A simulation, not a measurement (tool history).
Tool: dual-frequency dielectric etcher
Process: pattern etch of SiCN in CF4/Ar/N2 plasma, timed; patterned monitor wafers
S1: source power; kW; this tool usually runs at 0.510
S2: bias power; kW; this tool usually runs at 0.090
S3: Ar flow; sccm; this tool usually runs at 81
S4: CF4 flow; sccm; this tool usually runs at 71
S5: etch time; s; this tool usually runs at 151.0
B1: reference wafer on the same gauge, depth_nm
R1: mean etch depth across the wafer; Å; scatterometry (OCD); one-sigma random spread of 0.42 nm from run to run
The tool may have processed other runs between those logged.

run 1 day=0.000 | S1=0.510 S2=0.090 S3=81 S4=71 S5=151.0 | B1=125.0 | R1=1594
-- day=2.542 Ar flow controller replaced
run 2 day=3.112 | S1=0.510 S2=0.090 S3=81 S4=71 S5=151.0 | B1=124.9 | R1=1598
run 3 day=5.346 | S1=0.510 S2=0.090 S3=81 S4=71 S5=151.0 | B1=125.0 | R1=1601
-- day=5.383 gauge calibrated
run 4 day=8.775 | S1=0.510 S2=0.090 S3=81 S4=71 S5=151.0 | B1=125.0 | R1=1613
-- day=10.938 wet clean of the chamber, repeated, since the last time left the tool worse
run 5 day=11.283 | S1=0.510 S2=0.090 S3=81 S4=71 S5=179.0 | B1=124.8 | R1=1798
-- day=12.317 upper electrode replaced
run 6 day=15.004 | S1=0.580 S2=0.090 S3=81 S4=71 S5=151.0 | B1=124.9 | R1=1665
-- day=18.342 CF4 flow controller replaced
run 7 day=22.600 | S1=0.510 S2=0.111 S3=88 S4=87 S5=168.5 | B1=125.0 | R1=1858
run 8 day=25.246 | S1=0.570 S2=0.078 S3=100 S4=71 S5=138.0 | B1=124.9 | R1=1419
run 9 day=27.904 | S1=0.590 S2=0.090 S3=62 S4=55 S5=171.5 | B1=124.9 | R1=1980
-- day=29.125 source power generator calibrated
-- day=30.354 wet clean of the chamber
run 10 day=30.517 | S1=0.510 S2=0.090 S3=81 S4=71 S5=151.0 | B1=124.9 | R1=1515
run 11 day=33.696 | S1=0.510 S2=0.090 S3=81 S4=71 S5=151.0 | B1=125.0 | R1=1528
run 12 day=37.417 | S1=0.420 S2=0.101 S3=81 S4=71 S5=194.0 | B1=125.0 | R1=1813
-- day=38.229 bias power generator calibrated
run 13 day=41.700 | S1=0.510 S2=0.080 S3=65 S4=61 S5=151.0 | B1=125.1 | R1=1522
run 14 day=44.383 | S1=0.550 S2=0.075 S3=81 S4=64 S5=123.0 | B1=125.0 | R1=1236
-- day=45.662 wet clean of the chamber
run 15 day=47.888 | S1=0.620 S2=0.075 S3=81 S4=71 S5=133.5 | B1=125.0 | R1=1453
run 16 day=49.529 | S1=0.380 S2=0.099 S3=93 S4=71 S5=151.0 | B1=125.0 | R1=1292
run 17 day=51.338 | S1=0.510 S2=0.090 S3=95 S4=71 S5=151.0 | B1=125.1 | R1=1490
run 18 day=55.312 | S1=0.510 S2=0.111 S3=88 S4=87 S5=168.5 | B1=125.0 | R1=1839
-- day=56.029 gauge calibrated
run 19 day=56.962 | S1=0.380 S2=0.098 S3=81 S4=71 S5=151.0 | B1=125.0 | R1=1326
run 20 day=59.508 | S1=0.510 S2=0.090 S3=81 S4=71 S5=151.0 | B1=125.0 | R1=1543

Each row is a separate what-if for the run after 20, all from the same tool condition, not one after another. Results?
run A day=59.529 | S1=0.510 S2=0.090 S3=81 S4=71 S5=151.0 | B1=? | R1=?
run B day=59.529 | S1=0.430 S2=0.090 S3=62 S4=71 S5=151.0 | B1=? | R1=?
run C day=59.529 | S1=0.640 S2=0.090 S3=81 S4=71 S5=127.5 | B1=? | R1=?
run D day=59.529 | S1=0.510 S2=0.109 S3=88 S4=71 S5=151.0 | B1=? | R1=?
run E day=59.529 | S1=0.510 S2=0.069 S3=81 S4=71 S5=151.0 | B1=? | R1=?

run=A B1=125.0 R1=1539
run=B B1=125.0 R1=1451
run=C B1=125.0 R1=1502
run=D B1=125.0 R1=1606
run=E B1=125.0 R1=1434
With no hidden state in the tool, these same runs would have given:
run=A R1=1511
run=B R1=1423
run=C R1=1474
run=D R1=1576
run=E R1=1407
